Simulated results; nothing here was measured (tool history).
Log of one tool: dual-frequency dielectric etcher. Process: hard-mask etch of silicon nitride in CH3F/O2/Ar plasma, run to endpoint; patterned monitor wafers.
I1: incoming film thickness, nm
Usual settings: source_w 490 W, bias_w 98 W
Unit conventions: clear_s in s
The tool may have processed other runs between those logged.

run 1 hour=0 | source_w=460 bias_w=98 | I1=46.02 | clear_s=51.3
run 2 hour=25 | source_w=490 bias_w=98 | I1=46.04 | clear_s=49.8
run 3 hour=85.7 | source_w=490 bias_w=98 | I1=45.53 | clear_s=48.8
run 4 hour=150.1 | source_w=490 bias_w=98 | I1=46.04 | clear_s=49
run 5 hour=195.3 | source_w=400 bias_w=98 | I1=45.59 | clear_s=52.3
run 6 hour=226.2 | source_w=490 bias_w=106 | I1=45.29 | clear_s=47.3
run 7 hour=288.4 | source_w=490 bias_w=106 | I1=45.56 | clear_s=48.5
run 8 hour=328.9 | source_w=490 bias_w=106 | I1=45.78 | clear_s=48.8
run 9 hour=366.1 | source_w=490 bias_w=108 | I1=45.67 | clear_s=49
run 10 hour=404.4 | source_w=490 bias_w=98 | I1=45.55 | clear_s=49
run 11 hour=446.3 | source_w=490 bias_w=98 | I1=45.68 | clear_s=49.5
run 12 hour=487.6 | source_w=490 bias_w=98 | I1=45.59 | clear_s=49.7
run 13 hour=532.3 | source_w=490 bias_w=105 | I1=45.32 | clear_s=48.2
run 14 hour=578.1 | source_w=490 bias_w=114 | I1=45.77 | clear_s=47.1
run 15 hour=641.5 | source_w=490 bias_w=98 | I1=45.75 | clear_s=48.8
run 16 hour=690.1 | source_w=420 bias_w=98 | I1=45.63 | clear_s=51.8
run 17 hour=759.9 | source_w=490 bias_w=98 | I1=45.53 | clear_s=49.1
run 18 hour=886 | source_w=530 bias_w=113 | I1=46 | clear_s=46.7
run 19 hour=954.6 | source_w=570 bias_w=98 | I1=45.51 | clear_s=46.6
run 20 hour=1013.1 | source_w=420 bias_w=98 | I1=45.43 | clear_s=52.3
run 21 hour=1039.6 | source_w=490 bias_w=98 | I1=45.91 | clear_s=50.1
run 22 hour=1085.8 | source_w=560 bias_w=82 | I1=46.23 | clear_s=49.6
run 23 hour=1143.3 | source_w=610 bias_w=115 | I1=45.74 | clear_s=42.7
run 24 hour=1200.7 | source_w=380 bias_w=109 | I1=45.93 | clear_s=52.2
run 25 hour=1243.8 | source_w=540 bias_w=85 | I1=45.66 | clear_s=51.1
run 26 hour=1286.1 | source_w=410 bias_w=81 | I1=45.47 | clear_s=56.9
run 27 hour=1353.4 | source_w=450 bias_w=98 | I1=45.64 | clear_s=51.6
run 28 hour=1461.4 | source_w=520 bias_w=86 | I1=46.12 | clear_s=51.5
run 29 hour=1519.4 | source_w=440 bias_w=110 | I1=45.82 | clear_s=48.9
run 30 hour=1568.8 | source_w=540 bias_w=107 | I1=45.89 | clear_s=45.9
run 31 hour=1612.2 | source_w=490 bias_w=98 | I1=45.61 | clear_s=48.8
run 32 hour=1663.6 | source_w=530 bias_w=87 | I1=46.07 | clear_s=49.1
run 33 hour=1707 | source_w=540 bias_w=113 | I1=45.29 | clear_s=44.5
run 34 hour=1769.5 | source_w=580 bias_w=109 | I1=45.56 | clear_s=45.6
run 35 hour=1795.9 | source_w=420 bias_w=79 | I1=45.64 | clear_s=57.5

Taken out of this log: 7 entries between the listed runs. Where each belongs, and how the hidden state differs across it:
From run 4 to run 5: upper electrode replaced (hour 177.6)
  etch rate over this chamber's usual, %: 2.89 -> 3.21
  measured result minus the result with no hidden state, clear_s: -1.4 -> -1.6 s
From run 6 to run 7: source power generator calibrated (hour 258.7); wet clean of the chamber (hour 287.9)
  etch rate over this chamber's usual, %: 3.44 -> -0.108
  measured result minus the result with no hidden state, clear_s: -1.6 -> +0.1 s
From run 17 to run 18: wet clean of the chamber (hour 806.4)
  etch rate over this chamber's usual, %: 3.33 -> 0.896
  measured result minus the result with no hidden state, clear_s: -1.7 -> -0.4 s
From run 23 to run 24: bias power generator calibrated (hour 1163.9)
  etch rate over this chamber's usual, %: 2.77 -> 3.19
  measured result minus the result with no hidden state, clear_s: -1.2 -> -1.7 s
From run 24 to run 25: wet clean of the chamber (hour 1243.3)
  etch rate over this chamber's usual, %: 3.19 -> -0.209
  measured result minus the result with no hidden state, clear_s: -1.7 -> +0.1 s
From run 33 to run 34: wet clean of the chamber (hour 1736.3)
  etch rate over this chamber's usual, %: 3.17 -> 0.201
  measured result minus the result with no hidden state, clear_s: -1.4 -> -0.1 s
